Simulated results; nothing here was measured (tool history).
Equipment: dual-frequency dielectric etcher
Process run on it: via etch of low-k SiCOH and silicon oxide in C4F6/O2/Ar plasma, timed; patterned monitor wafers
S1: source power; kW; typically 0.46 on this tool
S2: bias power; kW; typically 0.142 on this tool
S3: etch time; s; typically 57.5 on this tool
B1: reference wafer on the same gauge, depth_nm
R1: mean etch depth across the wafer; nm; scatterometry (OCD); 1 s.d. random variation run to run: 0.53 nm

Run 1, hour 0: usual settings but S1 0.39 kW, S3 52.5 s; B1 137.9. Result: R1 131.2 nm.
At hour 75.6: wet clean of the chamber.
Run 2, hour 90.1: usual settings but S1 0.39 kW, S3 52.5 s; B1 137.9. Result: R1 131.1 nm.
Run 3, hour 187.3: usual settings but S1 0.39 kW, S3 52.5 s; B1 138.2. Result: R1 131.4 nm.
Run 4, hour 275.8: usual settings; B1 138. Result: R1 149.6 nm.
Run 5, hour 329.3: usual settings but S1 0.37 kW; B1 138.2. Result: R1 140 nm.
Run 6, hour 436.9: usual settings but S1 0.37 kW; B1 137.8. Result: R1 140.3 nm.
At hour 595.3: upper electrode replaced.
At hour 622.3: wet clean of the chamber.
Run 7, hour 649: usual settings; B1 138. Result: R1 149.1 nm.
At hour 736.8: bias power generator calibrated.
Run 8, hour 738.3: usual settings; B1 138. Result: R1 149.1 nm.
Run 9, hour 803.8: usual settings; B1 137.8. Result: R1 148.8 nm.
Run 10, hour 873.8: usual settings but S1 0.54 kW, S2 0.111 kW; B1 138. Result: R1 149.7 nm.
Run 11, hour 949.6: usual settings but S1 0.35 kW, S2 0.156 kW, S3 66.5 s; B1 138.1. Result: R1 162.5 nm.
Run 12, hour 1045: usual settings but S1 0.54 kW; B1 137.9. Result: R1 155.4 nm.
Run 13, hour 1112.3: usual settings; B1 138.1. Result: R1 148.3 nm.
At hour 1124.8: gauge calibrated.
Run 14, hour 1152.9: usual settings; B1 138.2. Result: R1 147.8 nm.
At hour 1222.8: wet clean of the chamber.
Run 15, hour 1247.1: usual settings but S1 0.4 kW, S2 0.129 kW, S3 42.5 s; B1 138.1. Result: R1 103.6 nm.
Run 16, hour 1298.5: usual settings but S1 0.52 kW, S2 0.166 kW; B1 138.2. Result: R1 157.9 nm.
At hour 1316.9: source power generator calibrated.
Run 17, hour 1389.3: usual settings; B1 138.1. Result: R1 150.1 nm.
Run 18, hour 1448.8: usual settings but S2 0.152 kW, S3 50.5 s; B1 138. Result: R1 133.2 nm.
Run 19, hour 1492.7: usual settings; B1 138. Result: R1 150.2 nm.
Run 20, hour 1570: usual settings but S2 0.109 kW; B1 138.3. Result: R1 143.4 nm.
Run 21, hour 1623.3: usual settings; B1 138.2. Result: R1 149 nm.
Run 22, hour 1705.5: usual settings but S1 0.53 kW, S3 64 s; B1 138.2. Result: R1 173.2 nm.
At hour 1784.8: wet clean of the chamber.
Run 23, hour 1807.5: usual settings but S2 0.123 kW, S3 68 s; B1 137.9. Result: R1 173 nm.
Run 24, hour 1865.3: usual settings; B1 138.2. Result: R1 149.7 nm.
Run 25, hour 1969: usual settings but S2 0.163 kW; B1 138.3. Result: R1 153.8 nm.
Run 26, hour 2054.1: usual settings; B1 138. Result: R1 149.5 nm.
Run 27, hour 2109.8: usual settings; B1 138.3. Result: R1 149.4 nm.
Run 28, hour 2180.9: usual settings but S2 0.156 kW; B1 137.9. Result: R1 153.4 nm.
At hour 2300: wet clean of the chamber.
Run 29, hour 2300.5: usual settings but S1 0.58 kW, S2 0.176 kW, S3 50 s; B1 138.2. Result: R1 145.2 nm.

Below are 4 alternative next runs, each starting from the tool's condition after run 29. Predict each:
Run A, hour 2300.9: usual settings but S3 45.5 s; B1 ?. Result: R1 ?.
Run B, hour 2300.9: usual settings but S1 0.54 kW, S2 0.174 kW, S3 70.5 s; B1 ?. Result: R1 ?.
Run C, hour 2300.9: usual settings but S1 0.41 kW, S2 0.11 kW, S3 69.5 s; B1 ?. Result: R1 ?.
Run D, hour 2300.9: usual settings but S2 0.168 kW, S3 74.5 s; B1 ?. Result: R1 ?.

run     B1     R1
  A  138.1  118.2
  B  138.1  200.1
  C  138.1  166.8
  D  138.1  200.3
The same runs, with their run-to-run variation unchanged, on a tool lacking any hidden condition would have given:
run     R1
  A  118.9
  B  201.3
  C  167.8
  D  201.5
